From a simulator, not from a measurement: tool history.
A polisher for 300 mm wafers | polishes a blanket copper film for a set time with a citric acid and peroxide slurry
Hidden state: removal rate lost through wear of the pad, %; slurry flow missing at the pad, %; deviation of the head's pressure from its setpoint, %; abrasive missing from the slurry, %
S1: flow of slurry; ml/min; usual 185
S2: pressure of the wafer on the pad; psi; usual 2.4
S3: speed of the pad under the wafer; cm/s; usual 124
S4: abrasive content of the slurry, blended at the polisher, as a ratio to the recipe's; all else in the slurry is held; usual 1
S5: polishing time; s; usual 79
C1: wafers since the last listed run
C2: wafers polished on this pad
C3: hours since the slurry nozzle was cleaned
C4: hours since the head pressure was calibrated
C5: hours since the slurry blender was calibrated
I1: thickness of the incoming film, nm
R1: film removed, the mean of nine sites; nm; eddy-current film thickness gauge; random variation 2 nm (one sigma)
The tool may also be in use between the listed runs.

run	hour	S1	S2	S3	S4	S5	C1	C2	C3	C4	C5	I1	R1
1	0	185	2.4	124	1	79	0	1359	116.9	230	60.9	488.2	139.9
2	33.7	185	2.4	124	1	79	400	1759	150.6	263.7	94.6	485.9	138.6
# hour 46.5: worn pad replaced by a new one
3	55.2	150	2.4	124	0.8	79	207	103	172.1	285.2	116.1	490.4	139.7
4	73.7	160	2.4	124	1	79	219	322	190.6	303.7	134.6	494.1	140.2
5	88	160	2.4	124	1	79	169	492	204.9	318	148.9	486.1	143.8
6	114.1	185	2.4	124	1.2	79	309	802	231	344.1	175	484.6	147.4
7	140.6	185	2.4	124	1.2	79	314	1117	257.5	370.6	201.5	495.7	143.2
8	154.7	185	2.4	124	1	79	167	1284	271.6	384.7	215.6	485.7	134.5
# hour 202.9: worn pad replaced by a new one
# hour 215.5: slurry blender recalibrated
9	216	185	2.4	124	1	79	656	131	332.9	446	0.5	495	140.9
# hour 230.5: slurry nozzle cleaned
10	239.2	185	2.4	124	1	79	263	394	8.7	469.2	23.7	487.4	144.7
11	265.1	185	2.4	124	1	79	307	702	34.6	495.1	49.6	494.1	143.8
12	281.2	185	2.4	124	1	79	191	893	50.7	511.2	65.7	484.1	142.6
13	296.6	185	2.4	124	1	79	182	1076	66.1	526.6	81.1	483.2	143.5
14	312.3	210	2.4	124	1	79	186	1262	81.8	542.3	96.8	481.7	142.8
# hour 340.9: worn pad replaced by a new one
15	341.4	185	2.4	136	1.15	79	298	6	110.9	571.4	125.9	494.1	177.1
16	362	185	1.9	124	0.8	86	244	250	131.5	592	146.5	489.2	122.1
17	383.3	185	2.4	124	1	79	252	503	152.8	613.3	167.8	493.4	142.8
18	402.3	185	2.4	124	1	66	225	729	171.8	632.3	186.8	484.4	118.5
19	417.2	185	2.4	124	1.1	79	176	906	186.7	647.2	201.7	491	143.4
20	439.4	185	2.4	124	1	79	263	1169	208.9	669.4	223.9	481.5	135
21	454.6	185	2.4	124	1	79	180	1350	224.1	684.6	239.1	495.5	135.4
22	477.1	185	3.1	124	1	79	267	1617	246.6	707.1	261.6	481.8	173.3
# hour 481.6: head pressure recalibrated
# hour 505.8: slurry blender recalibrated
# hour 507.7: worn pad replaced by a new one
23	508.5	185	2.4	124	1	79	303	9	278	26.9	2.7	484.5	150.9
24	537.9	185	2.7	82	1.3	71	349	358	307.4	56.3	32.1	493.6	97.1
# hour 563.6: slurry nozzle cleaned
25	566.2	245	2	136	1.25	79	324	682	2.6	84.6	60.4	483	141.2
26	590.4	185	1.7	124	1	79	287	970	26.8	108.8	84.6	485.3	100.9
27	605.4	185	2.4	124	1.2	79	178	1148	41.8	123.8	99.6	491.3	142.5
28	619.1	185	2.4	124	0.7	58	162	1310	55.5	137.5	113.3	487.9	94.4
29	647.3	185	2.4	124	1	79	334	1645	83.7	165.7	141.5	488.4	140
# hour 665.2: worn pad replaced by a new one
30	678.5	225	3.1	124	0.8	106	322	157	114.9	196.9	172.7	490.7	251.9
31	703.2	185	2.6	124	1.15	79	293	450	139.6	221.6	197.4	495.9	163.2

What the log doesn't show, run by run:
deviation of the head's pressure from its setpoint, %: 0 in every run
abrasive missing from the slurry, %: 0 in every run
H1: removal rate lost through wear of the pad, %
H2: slurry flow missing at the pad, %
run	H1	H2
1	10.6	4.35
2	11.2	6.9
3	1.77	8.86
4	4.66	10.8
5	6.29	12.4
6	8.34	15.6
7	9.61	19.2
8	10.1	21.4
9	2.81	31.9
10	6.01	1.99
11	8.26	2.3
12	9.2	2.69
13	9.86	3.2
14	10.4	3.86
15	1.74	5.45
16	5.42	6.86
17	7.98	8.57
18	9.54	10.3
19	10.4	11.8
20	11.4	14.3
21	11.8	16.2
22	12.3	19.2
23	1.02	23.8
24	5.86	28.7
25	8.56	4.38
26	9.96	4.58
27	10.6	4.87
28	11	5.25
29	11.6	6.36
30	2.85	8.11
31	6.19	9.89

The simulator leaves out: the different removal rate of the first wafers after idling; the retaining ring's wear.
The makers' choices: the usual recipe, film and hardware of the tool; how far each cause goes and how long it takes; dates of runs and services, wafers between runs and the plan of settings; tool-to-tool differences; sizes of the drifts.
